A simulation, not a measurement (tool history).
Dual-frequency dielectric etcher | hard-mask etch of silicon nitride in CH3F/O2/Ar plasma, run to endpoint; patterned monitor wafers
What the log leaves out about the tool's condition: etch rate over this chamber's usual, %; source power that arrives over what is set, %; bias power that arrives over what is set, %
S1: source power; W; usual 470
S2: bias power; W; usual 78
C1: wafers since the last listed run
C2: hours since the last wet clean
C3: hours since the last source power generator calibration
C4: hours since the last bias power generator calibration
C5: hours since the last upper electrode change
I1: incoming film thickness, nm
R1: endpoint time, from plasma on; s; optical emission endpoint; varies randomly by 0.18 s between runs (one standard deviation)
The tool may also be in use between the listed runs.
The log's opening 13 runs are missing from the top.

{"run": 14, "hour": 664.7, "S1": 470, "S2": 78, "C1": 514, "C2": 72.2, "C3": 4205.9, "C4": 2497.1, "C5": 251.9, "I1": 43.51, "R1": 60.3}
{"run": 15, "hour": 689.9, "S1": 470, "S2": 78, "C1": 338, "C2": 97.4, "C3": 4231.1, "C4": 2522.3, "C5": 277.1, "I1": 42.97, "R1": 59.8}
{"run": 16, "hour": 719.5, "S1": 570, "S2": 96, "C1": 397, "C2": 127.0, "C3": 4260.7, "C4": 2551.9, "C5": 306.7, "I1": 43.43, "R1": 49.8}
{"run": 17, "hour": 771.5, "S1": 550, "S2": 90, "C1": 698, "C2": 179.0, "C3": 4312.7, "C4": 2603.9, "C5": 358.7, "I1": 43.31, "R1": 52.6}
{"run": 18, "hour": 839.8, "S1": 470, "S2": 78, "C1": 917, "C2": 247.3, "C3": 4381.0, "C4": 2672.2, "C5": 427.0, "I1": 43.08, "R1": 60.3}
{"hour": 854.7, "done": "source power generator calibrated"}
{"run": 19, "hour": 873.9, "S1": 520, "S2": 63, "C1": 404, "C2": 281.4, "C3": 19.2, "C4": 2706.3, "C5": 461.1, "I1": 43.27, "R1": 65.2}
{"hour": 890.5, "done": "bias power generator calibrated"}
{"run": 20, "hour": 908.4, "S1": 470, "S2": 63, "C1": 409, "C2": 315.9, "C3": 53.7, "C4": 17.9, "C5": 495.6, "I1": 43.1, "R1": 65.7}
{"run": 21, "hour": 943.9, "S1": 530, "S2": 68, "C1": 476, "C2": 351.4, "C3": 89.2, "C4": 53.4, "C5": 531.1, "I1": 43.6, "R1": 60.9}
{"run": 22, "hour": 994.5, "S1": 420, "S2": 59, "C1": 679, "C2": 402.0, "C3": 139.8, "C4": 104.0, "C5": 581.7, "I1": 43.77, "R1": 73.3}
{"run": 23, "hour": 1032.5, "S1": 400, "S2": 87, "C1": 510, "C2": 440.0, "C3": 177.8, "C4": 142.0, "C5": 619.7, "I1": 43.51, "R1": 59.9}
{"run": 24, "hour": 1064.7, "S1": 590, "S2": 92, "C1": 432, "C2": 472.2, "C3": 210.0, "C4": 174.2, "C5": 651.9, "I1": 43.06, "R1": 49.2}
{"run": 25, "hour": 1100.3, "S1": 580, "S2": 58, "C1": 478, "C2": 507.8, "C3": 245.6, "C4": 209.8, "C5": 687.5, "I1": 43.23, "R1": 63.9}
{"run": 26, "hour": 1153.0, "S1": 470, "S2": 78, "C1": 707, "C2": 560.5, "C3": 298.3, "C4": 262.5, "C5": 740.2, "I1": 43.55, "R1": 59.7}
{"hour": 1182.4, "done": "wet clean of the chamber"}
{"run": 27, "hour": 1204.7, "S1": 360, "S2": 98, "C1": 372, "C2": 22.3, "C3": 350.0, "C4": 314.2, "C5": 791.9, "I1": 43.55, "R1": 58.5}
{"run": 28, "hour": 1245.3, "S1": 470, "S2": 94, "C1": 545, "C2": 62.9, "C3": 390.6, "C4": 354.8, "C5": 832.5, "I1": 43.73, "R1": 53.8}
{"run": 29, "hour": 1271.0, "S1": 550, "S2": 73, "C1": 345, "C2": 88.6, "C3": 416.3, "C4": 380.5, "C5": 858.2, "I1": 42.8, "R1": 57.0}
{"run": 30, "hour": 1333.8, "S1": 470, "S2": 78, "C1": 843, "C2": 151.4, "C3": 479.1, "C4": 443.3, "C5": 921.0, "I1": 43.57, "R1": 59.3}

5 options for the next run, each taken on its own from the tool as it stands now. Forecast them:
{"run": "A", "hour": 1334.2, "S1": 470, "S2": 90, "C1": 5, "C2": 151.8, "C3": 479.5, "C4": 443.7, "C5": 921.4, "I1": 43.01, "R1": "?"}
{"run": "B", "hour": 1334.2, "S1": 470, "S2": 87, "C1": 5, "C2": 151.8, "C3": 479.5, "C4": 443.7, "C5": 921.4, "I1": 43.01, "R1": "?"}
{"run": "C", "hour": 1334.2, "S1": 360, "S2": 78, "C1": 5, "C2": 151.8, "C3": 479.5, "C4": 443.7, "C5": 921.4, "I1": 43.01, "R1": "?"}
{"run": "D", "hour": 1334.2, "S1": 420, "S2": 91, "C1": 5, "C2": 151.8, "C3": 479.5, "C4": 443.7, "C5": 921.4, "I1": 43.01, "R1": "?"}
{"run": "E", "hour": 1334.2, "S1": 470, "S2": 97, "C1": 5, "C2": 151.8, "C3": 479.5, "C4": 443.7, "C5": 921.4, "I1": 43.01, "R1": "?"}

run=A R1=54.4
run=B R1=55.4
run=C R1=65.7
run=D R1=56.7
run=E R1=52.3
With the hidden condition removed and each run's random variation left untouched, the same runs would have given:
run=A R1=53.7
run=B R1=54.7
run=C R1=64.9
run=D R1=55.9
run=E R1=51.6
